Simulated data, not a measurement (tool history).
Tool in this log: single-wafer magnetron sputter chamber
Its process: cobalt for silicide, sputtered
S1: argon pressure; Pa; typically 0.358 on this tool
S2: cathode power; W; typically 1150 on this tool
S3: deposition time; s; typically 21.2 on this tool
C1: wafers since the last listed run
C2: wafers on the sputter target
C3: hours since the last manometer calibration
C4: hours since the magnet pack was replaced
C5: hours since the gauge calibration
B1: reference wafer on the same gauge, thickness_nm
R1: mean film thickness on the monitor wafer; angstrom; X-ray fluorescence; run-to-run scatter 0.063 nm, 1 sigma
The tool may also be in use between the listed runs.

{"run": 1, "hour": 0.0, "S1": 0.358, "S2": 1150, "S3": 21.2, "C1": 0, "C2": 1741, "C3": 1173.4, "C4": 5273.6, "C5": 1840.9, "B1": 10.328, "R1": 124.92}
{"run": 2, "hour": 92.6, "S1": 0.358, "S2": 1150, "S3": 21.2, "C1": 2720, "C2": 4462, "C3": 1266.0, "C4": 5366.2, "C5": 1933.5, "B1": 10.311, "R1": 124.64}
{"hour": 127.6, "done": "gauge calibrated"}
{"run": 3, "hour": 255.5, "S1": 0.358, "S2": 1150, "S3": 21.2, "C1": 4785, "C2": 9248, "C3": 1428.9, "C4": 5529.1, "C5": 127.9, "B1": 10.319, "R1": 125.38}
{"run": 4, "hour": 304.9, "S1": 0.358, "S2": 950, "S3": 21.2, "C1": 1451, "C2": 10699, "C3": 1478.3, "C4": 5578.5, "C5": 177.3, "B1": 10.315, "R1": 107.79}
{"run": 5, "hour": 403.6, "S1": 0.358, "S2": 1150, "S3": 21.2, "C1": 2899, "C2": 13598, "C3": 1577.0, "C4": 5677.2, "C5": 276.0, "B1": 10.313, "R1": 124.91}
{"run": 6, "hour": 479.4, "S1": 0.358, "S2": 1150, "S3": 21.2, "C1": 2226, "C2": 15825, "C3": 1652.8, "C4": 5753.0, "C5": 351.8, "B1": 10.314, "R1": 125.0}
{"hour": 525.3, "done": "sputter target and shields replaced"}
{"run": 7, "hour": 579.3, "S1": 0.358, "S2": 1150, "S3": 21.2, "C1": 2699, "C2": 1587, "C3": 1752.7, "C4": 5852.9, "C5": 451.7, "B1": 10.275, "R1": 124.11}
{"run": 8, "hour": 625.0, "S1": 0.358, "S2": 1150, "S3": 21.2, "C1": 1342, "C2": 2930, "C3": 1798.4, "C4": 5898.6, "C5": 497.4, "B1": 10.297, "R1": 123.25}
{"run": 9, "hour": 682.2, "S1": 0.358, "S2": 1150, "S3": 21.2, "C1": 1680, "C2": 4610, "C3": 1855.6, "C4": 5955.8, "C5": 554.6, "B1": 10.309, "R1": 125.14}
{"run": 10, "hour": 750.2, "S1": 0.358, "S2": 1150, "S3": 21.2, "C1": 1997, "C2": 6608, "C3": 1923.6, "C4": 6023.8, "C5": 622.6, "B1": 10.315, "R1": 123.71}
{"run": 11, "hour": 824.4, "S1": 0.358, "S2": 1150, "S3": 21.2, "C1": 2179, "C2": 8788, "C3": 1997.8, "C4": 6098.0, "C5": 696.8, "B1": 10.321, "R1": 124.96}
{"run": 12, "hour": 902.7, "S1": 0.358, "S2": 1150, "S3": 21.2, "C1": 2300, "C2": 11088, "C3": 2076.1, "C4": 6176.3, "C5": 775.1, "B1": 10.293, "R1": 124.42}
{"run": 13, "hour": 977.1, "S1": 0.358, "S2": 1150, "S3": 21.2, "C1": 2185, "C2": 13274, "C3": 2150.5, "C4": 6250.7, "C5": 849.5, "B1": 10.283, "R1": 125.0}
{"run": 14, "hour": 1041.7, "S1": 0.293, "S2": 1150, "S3": 21.2, "C1": 1897, "C2": 15172, "C3": 2215.1, "C4": 6315.3, "C5": 914.1, "B1": 10.301, "R1": 127.1}
{"hour": 1071.8, "done": "sputter target and shields replaced"}
{"run": 15, "hour": 1144.7, "S1": 0.293, "S2": 1150, "S3": 21.2, "C1": 2790, "C2": 2142, "C3": 2318.1, "C4": 6418.3, "C5": 1017.1, "B1": 10.295, "R1": 128.36}
{"hour": 1201.2, "done": "capacitance manometer re-zeroed and calibrated"}
{"run": 16, "hour": 1218.6, "S1": 0.293, "S2": 1150, "S3": 21.2, "C1": 1936, "C2": 4078, "C3": 17.4, "C4": 6492.2, "C5": 1091.0, "B1": 10.286, "R1": 127.18}
{"run": 17, "hour": 1320.2, "S1": 0.304, "S2": 1000, "S3": 19.2, "C1": 2984, "C2": 7063, "C3": 119.0, "C4": 6593.8, "C5": 1192.6, "B1": 10.315, "R1": 102.76}
{"run": 18, "hour": 1411.6, "S1": 0.428, "S2": 850, "S3": 21.2, "C1": 2685, "C2": 9748, "C3": 210.4, "C4": 6685.2, "C5": 1284.0, "B1": 10.326, "R1": 96.59}
{"hour": 1445.9, "done": "magnet pack replaced"}
{"hour": 1605.6, "done": "sputter target and shields replaced"}
{"run": 19, "hour": 1619.2, "S1": 0.399, "S2": 1150, "S3": 23.4, "C1": 5628, "C2": 398, "C3": 418.0, "C4": 173.3, "C5": 1491.6, "B1": 10.304, "R1": 133.43}
{"run": 20, "hour": 1715.8, "S1": 0.358, "S2": 1150, "S3": 21.2, "C1": 2837, "C2": 3236, "C3": 514.6, "C4": 269.9, "C5": 1588.2, "B1": 10.269, "R1": 122.63}
{"run": 21, "hour": 1777.2, "S1": 0.317, "S2": 1050, "S3": 23.3, "C1": 1803, "C2": 5040, "C3": 576.0, "C4": 331.3, "C5": 1649.6, "B1": 10.315, "R1": 129.37}
{"run": 22, "hour": 1864.2, "S1": 0.231, "S2": 1300, "S3": 19.5, "C1": 2555, "C2": 7596, "C3": 663.0, "C4": 418.3, "C5": 1736.6, "B1": 10.302, "R1": 130.99}
{"run": 23, "hour": 1910.3, "S1": 0.301, "S2": 1150, "S3": 17.0, "C1": 1354, "C2": 8950, "C3": 709.1, "C4": 464.4, "C5": 1782.7, "B1": 10.308, "R1": 101.14}
{"run": 24, "hour": 1950.9, "S1": 0.456, "S2": 1150, "S3": 21.2, "C1": 1192, "C2": 10143, "C3": 749.7, "C4": 505.0, "C5": 1823.3, "B1": 10.294, "R1": 119.05}
{"hour": 1963.9, "done": "gauge calibrated"}
{"run": 25, "hour": 2021.7, "S1": 0.358, "S2": 1150, "S3": 21.2, "C1": 2079, "C2": 12223, "C3": 820.5, "C4": 575.8, "C5": 57.8, "B1": 10.311, "R1": 123.58}
{"hour": 2049.3, "done": "sputter target and shields replaced"}
{"run": 26, "hour": 2094.5, "S1": 0.358, "S2": 1150, "S3": 21.2, "C1": 1903, "C2": 1326, "C3": 893.3, "C4": 648.6, "C5": 130.6, "B1": 10.301, "R1": 124.39}
{"run": 27, "hour": 2175.0, "S1": 0.239, "S2": 1050, "S3": 22.5, "C1": 2364, "C2": 3691, "C3": 973.8, "C4": 729.1, "C5": 211.1, "B1": 10.312, "R1": 129.02}
{"run": 28, "hour": 2256.9, "S1": 0.269, "S2": 1150, "S3": 18.2, "C1": 2406, "C2": 6097, "C3": 1055.7, "C4": 811.0, "C5": 293.0, "B1": 10.322, "R1": 109.86}
{"run": 29, "hour": 2331.2, "S1": 0.499, "S2": 1050, "S3": 17.2, "C1": 2182, "C2": 8280, "C3": 1130.0, "C4": 885.3, "C5": 367.3, "B1": 10.274, "R1": 89.64}
{"run": 30, "hour": 2371.3, "S1": 0.358, "S2": 1250, "S3": 17.2, "C1": 1178, "C2": 9458, "C3": 1170.1, "C4": 925.4, "C5": 407.4, "B1": 10.287, "R1": 107.19}
{"run": 31, "hour": 2439.2, "S1": 0.358, "S2": 1150, "S3": 21.2, "C1": 1994, "C2": 11453, "C3": 1238.0, "C4": 993.3, "C5": 475.3, "B1": 10.287, "R1": 124.12}
{"hour": 2513.6, "done": "sputter target and shields replaced"}
{"run": 32, "hour": 2526.2, "S1": 0.358, "S2": 1150, "S3": 21.2, "C1": 2320, "C2": 369, "C3": 1325.0, "C4": 1080.3, "C5": 562.3, "B1": 10.314, "R1": 124.44}
{"run": 33, "hour": 2592.7, "S1": 0.396, "S2": 1000, "S3": 21.2, "C1": 1953, "C2": 2323, "C3": 1391.5, "C4": 1146.8, "C5": 628.8, "B1": 10.304, "R1": 110.17}

Hidden state or all else? Some run-to-run changes of R1, split into what the settings, what came in and random variation would give without the hidden state, and what is left for the hidden state (with any gauge scatter that isn't in both results):
Hidden state at play: deposition rate above that of a new target (%); true argon pressure above the setpoint (%); gauge reads high (%).
Run 15 -> 16: capacitance manometer re-zeroed and calibrated. R1 -1.18 angstrom: hidden state -1.66, all else +0.48.
Run 16 -> 17: S1 0.293 -> 0.304, S2 1150 -> 1000, S3 21.2 -> 19.2. R1 -24.42 angstrom: hidden state +0.06, all else -24.48.
Run 18 -> 19: S1 0.428 -> 0.399, S2 850 -> 1150, S3 21.2 -> 23.4, magnet pack replaced, sputter target and shields replaced. R1 +36.84 angstrom: hidden state +0.35, all else +36.49.
Run 22 -> 23: S1 0.231 -> 0.301, S2 1300 -> 1150, S3 19.5 -> 17.0. R1 -29.85 angstrom: hidden state +0.07, all else -29.92.
Run 23 -> 24: S1 0.301 -> 0.456, S3 17.0 -> 21.2. R1 +17.91 angstrom: hidden state +0.56, all else +17.35.
Run 28 -> 29: S1 0.269 -> 0.499, S2 1150 -> 1050, S3 18.2 -> 17.2. R1 -20.22 angstrom: hidden state +0.59, all else -20.81.
